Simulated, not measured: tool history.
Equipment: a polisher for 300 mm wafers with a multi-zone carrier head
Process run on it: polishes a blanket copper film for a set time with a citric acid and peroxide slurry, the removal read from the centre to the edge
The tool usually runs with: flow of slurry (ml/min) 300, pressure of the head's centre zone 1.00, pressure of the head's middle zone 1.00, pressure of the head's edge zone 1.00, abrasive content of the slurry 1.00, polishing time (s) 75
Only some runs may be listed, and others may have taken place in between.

run,day,flow of slurry (ml/min),pressure of the head's centre zone,pressure of the head's middle zone,pressure of the head's edge zone,abrasive content of the slurry,polishing time (s),"incoming thickness of the incoming film, nm",film removed at the wafer's centre (Å),film removed at mid-radius (Å),film removed at the wafer's edge (Å)
1,0.000,300,1.00,1.00,1.00,1.00,75,794.0,1432,1289,1371
2,1.058,300,1.00,1.00,1.00,1.00,75,794.8,1407,1296,1387
3,2.112,300,1.00,1.00,1.00,0.75,75,801.5,1269,1175,1231
# day 3.221: carrier head's membrane replaced by a new one
# day 3.400: worn pad replaced by a new one
# day 3.425: edge zone pressure recalibrated
4,3.442,300,1.00,1.00,1.00,0.85,75,783.3,1345,1241,1283
# day 4.329: slurry nozzle cleaned
# day 4.438: centre zone pressure recalibrated
5,4.508,300,1.00,1.00,1.00,0.85,75,788.3,1372,1356,1361
6,5.800,300,1.00,1.00,1.00,0.85,75,797.1,1360,1326,1360
7,6.317,300,1.00,1.08,1.00,1.00,75,790.6,1461,1471,1431
8,7.117,300,1.00,1.08,1.00,1.00,75,791.0,1442,1505,1411
9,8.529,300,1.00,1.00,1.00,1.00,75,779.4,1427,1370,1429
# day 9.000: worn pad replaced by a new one
10,9.650,300,1.11,1.00,0.88,0.75,75,789.3,1419,1251,1216
11,10.250,330,1.00,1.00,1.00,1.00,52,788.5,974,968,984
12,10.917,300,1.00,1.00,1.00,1.00,75,779.5,1402,1382,1401
13,12.138,220,1.00,1.00,1.00,1.10,62,788.5,1143,1099,1153
14,12.792,300,1.00,1.00,1.00,1.00,75,790.9,1395,1353,1376
15,14.288,300,0.96,1.00,0.94,1.00,75,775.3,1328,1351,1355
# day 14.579: worn pad replaced by a new one
16,14.812,300,1.00,1.00,1.00,1.00,89,782.2,1636,1591,1670
17,16.125,300,1.00,0.88,1.00,1.00,75,796.2,1399,1220,1385
18,16.875,300,1.11,1.00,1.00,0.85,75,791.5,1473,1267,1316

Run 19 has not been measured yet. What should we expect?
19,17.475,300,1.08,1.00,1.00,1.00,61,804.5,?,?,?

film removed at the wafer's centre (Å): 1198
film removed at mid-radius (Å): 1090
film removed at the wafer's edge (Å): 1135
Take away the tool's hidden state, keep the run-to-run variation as it was, and the same run would have given film removed at the wafer's centre (Å) 1240, film removed at mid-radius (Å) 1147, film removed at the wafer's edge (Å) 1179.
